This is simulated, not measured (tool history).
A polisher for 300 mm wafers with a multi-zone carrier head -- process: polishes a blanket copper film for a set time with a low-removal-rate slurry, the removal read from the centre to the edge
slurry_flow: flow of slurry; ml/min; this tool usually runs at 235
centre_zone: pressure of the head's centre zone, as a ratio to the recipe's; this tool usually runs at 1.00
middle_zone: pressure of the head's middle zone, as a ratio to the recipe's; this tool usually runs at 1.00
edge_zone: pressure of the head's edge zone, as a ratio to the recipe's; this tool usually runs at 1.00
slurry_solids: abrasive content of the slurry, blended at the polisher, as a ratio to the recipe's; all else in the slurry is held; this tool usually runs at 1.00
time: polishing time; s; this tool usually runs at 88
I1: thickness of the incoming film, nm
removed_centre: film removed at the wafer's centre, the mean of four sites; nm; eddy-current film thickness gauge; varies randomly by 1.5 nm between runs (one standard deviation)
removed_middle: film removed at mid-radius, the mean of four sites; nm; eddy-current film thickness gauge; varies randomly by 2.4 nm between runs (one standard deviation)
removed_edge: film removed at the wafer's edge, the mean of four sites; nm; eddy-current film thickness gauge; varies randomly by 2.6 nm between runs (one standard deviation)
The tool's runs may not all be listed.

run 1 day=0.000 | slurry_flow=235 centre_zone=1.00 middle_zone=1.00 edge_zone=1.00 slurry_solids=1.00 time=88 | I1=1554.4 | removed_centre=196.6 removed_middle=197.5 removed_edge=194.0
run 2 day=0.271 | slurry_flow=235 centre_zone=1.00 middle_zone=1.00 edge_zone=1.00 slurry_solids=1.00 time=88 | I1=1559.6 | removed_centre=199.1 removed_middle=197.9 removed_edge=197.3
run 3 day=0.762 | slurry_flow=235 centre_zone=1.08 middle_zone=1.00 edge_zone=1.00 slurry_solids=1.00 time=88 | I1=1587.9 | removed_centre=213.3 removed_middle=199.2 removed_edge=198.8
run 4 day=1.104 | slurry_flow=235 centre_zone=1.00 middle_zone=1.00 edge_zone=1.00 slurry_solids=1.00 time=88 | I1=1574.6 | removed_centre=197.4 removed_middle=197.7 removed_edge=195.9
run 5 day=1.567 | slurry_flow=210 centre_zone=1.00 middle_zone=1.00 edge_zone=1.00 slurry_solids=1.00 time=88 | I1=1564.3 | removed_centre=197.1 removed_middle=196.0 removed_edge=197.5
run 6 day=1.900 | slurry_flow=295 centre_zone=1.00 middle_zone=1.00 edge_zone=1.09 slurry_solids=0.80 time=88 | I1=1600.9 | removed_centre=186.2 removed_middle=190.6 removed_edge=195.1
run 7 day=2.604 | slurry_flow=190 centre_zone=0.94 middle_zone=1.00 edge_zone=1.00 slurry_solids=1.00 time=99 | I1=1586.0 | removed_centre=202.6 removed_middle=219.9 removed_edge=217.9
run 8 day=3.179 | slurry_flow=235 centre_zone=1.00 middle_zone=1.00 edge_zone=1.00 slurry_solids=0.85 time=88 | I1=1595.2 | removed_centre=187.1 removed_middle=188.8 removed_edge=188.2
run 9 day=3.558 | slurry_flow=235 centre_zone=1.00 middle_zone=1.00 edge_zone=1.07 slurry_solids=1.15 time=88 | I1=1568.4 | removed_centre=205.3 removed_middle=208.3 removed_edge=210.7
run 10 day=4.296 | slurry_flow=235 centre_zone=1.00 middle_zone=1.10 edge_zone=1.00 slurry_solids=1.00 time=88 | I1=1598.2 | removed_centre=196.2 removed_middle=205.2 removed_edge=192.6
run 11 day=4.625 | slurry_flow=180 centre_zone=1.00 middle_zone=1.00 edge_zone=0.89 slurry_solids=1.20 time=61 | I1=1574.0 | removed_centre=141.0 removed_middle=141.9 removed_edge=131.1
-- day=4.954 centre zone pressure recalibrated
-- day=5.083 worn pad replaced by a new one
run 12 day=5.104 | slurry_flow=235 centre_zone=1.00 middle_zone=1.00 edge_zone=1.00 slurry_solids=1.00 time=88 | I1=1566.5 | removed_centre=197.1 removed_middle=194.5 removed_edge=196.7
-- day=5.638 carrier head's membrane replaced by a new one
run 13 day=6.808 | slurry_flow=280 centre_zone=1.09 middle_zone=1.00 edge_zone=0.97 slurry_solids=0.75 time=88 | I1=1596.7 | removed_centre=203.3 removed_middle=184.2 removed_edge=180.2
run 14 day=7.500 | slurry_flow=235 centre_zone=1.12 middle_zone=1.00 edge_zone=1.00 slurry_solids=1.00 time=103 | I1=1602.4 | removed_centre=258.7 removed_middle=228.5 removed_edge=231.8
run 15 day=8.212 | slurry_flow=235 centre_zone=1.00 middle_zone=1.00 edge_zone=1.00 slurry_solids=1.00 time=88 | I1=1593.5 | removed_centre=196.6 removed_middle=192.1 removed_edge=197.1
run 16 day=8.612 | slurry_flow=165 centre_zone=0.96 middle_zone=1.00 edge_zone=1.00 slurry_solids=1.10 time=88 | I1=1543.3 | removed_centre=189.7 removed_middle=194.2 removed_edge=201.5
run 17 day=9.225 | slurry_flow=235 centre_zone=1.00 middle_zone=1.00 edge_zone=1.07 slurry_solids=0.75 time=62 | I1=1578.5 | removed_centre=128.4 removed_middle=128.5 removed_edge=132.9
run 18 day=9.492 | slurry_flow=235 centre_zone=1.00 middle_zone=1.00 edge_zone=1.00 slurry_solids=1.00 time=88 | I1=1574.5 | removed_centre=197.2 removed_middle=198.2 removed_edge=191.7
run 19 day=10.158 | slurry_flow=235 centre_zone=0.96 middle_zone=1.00 edge_zone=0.96 slurry_solids=1.00 time=88 | I1=1584.2 | removed_centre=187.6 removed_middle=199.4 removed_edge=190.6
run 20 day=10.750 | slurry_flow=275 centre_zone=0.88 middle_zone=1.00 edge_zone=1.03 slurry_solids=1.00 time=88 | I1=1582.9 | removed_centre=175.3 removed_middle=199.8 removed_edge=200.6
run 21 day=11.150 | slurry_flow=235 centre_zone=1.00 middle_zone=0.91 edge_zone=1.00 slurry_solids=1.00 time=70 | I1=1552.7 | removed_centre=156.4 removed_middle=149.9 removed_edge=155.6

Alternative continuations, all from the tool just after run 21; predict every row:
run A day=11.171 | slurry_flow=235 centre_zone=1.00 middle_zone=1.00 edge_zone=1.00 slurry_solids=1.00 time=88 | I1=1547.7 | removed_centre=? removed_middle=? removed_edge=?
run B day=11.171 | slurry_flow=235 centre_zone=1.00 middle_zone=0.92 edge_zone=1.00 slurry_solids=1.30 time=88 | I1=1547.7 | removed_centre=? removed_middle=? removed_edge=?
run C day=11.171 | slurry_flow=235 centre_zone=1.00 middle_zone=1.10 edge_zone=0.88 slurry_solids=1.30 time=88 | I1=1547.7 | removed_centre=? removed_middle=? removed_edge=?
run D day=11.171 | slurry_flow=210 centre_zone=1.09 middle_zone=1.07 edge_zone=1.03 slurry_solids=1.00 time=88 | I1=1547.7 | removed_centre=? removed_middle=? removed_edge=?
run E day=11.171 | slurry_flow=235 centre_zone=1.00 middle_zone=1.00 edge_zone=1.00 slurry_solids=0.75 time=88 | I1=1547.7 | removed_centre=? removed_middle=? removed_edge=?

run=A removed_centre=199.6 removed_middle=194.8 removed_edge=198.3
run=B removed_centre=213.6 removed_middle=199.4 removed_edge=212.5
run=C removed_centre=213.8 removed_middle=220.0 removed_edge=199.9
run=D removed_centre=215.5 removed_middle=200.3 removed_edge=199.7
run=E removed_centre=184.8 removed_middle=180.4 removed_edge=183.7
Without the tool's hidden state the same runs would have given:
run=A removed_centre=199.6 removed_middle=194.8 removed_edge=198.3
run=B removed_centre=213.6 removed_middle=199.4 removed_edge=212.5
run=C removed_centre=213.8 removed_middle=220.0 removed_edge=199.9
run=D removed_centre=215.5 removed_middle=200.3 removed_edge=199.7
run=E removed_centre=184.8 removed_middle=180.4 removed_edge=183.7

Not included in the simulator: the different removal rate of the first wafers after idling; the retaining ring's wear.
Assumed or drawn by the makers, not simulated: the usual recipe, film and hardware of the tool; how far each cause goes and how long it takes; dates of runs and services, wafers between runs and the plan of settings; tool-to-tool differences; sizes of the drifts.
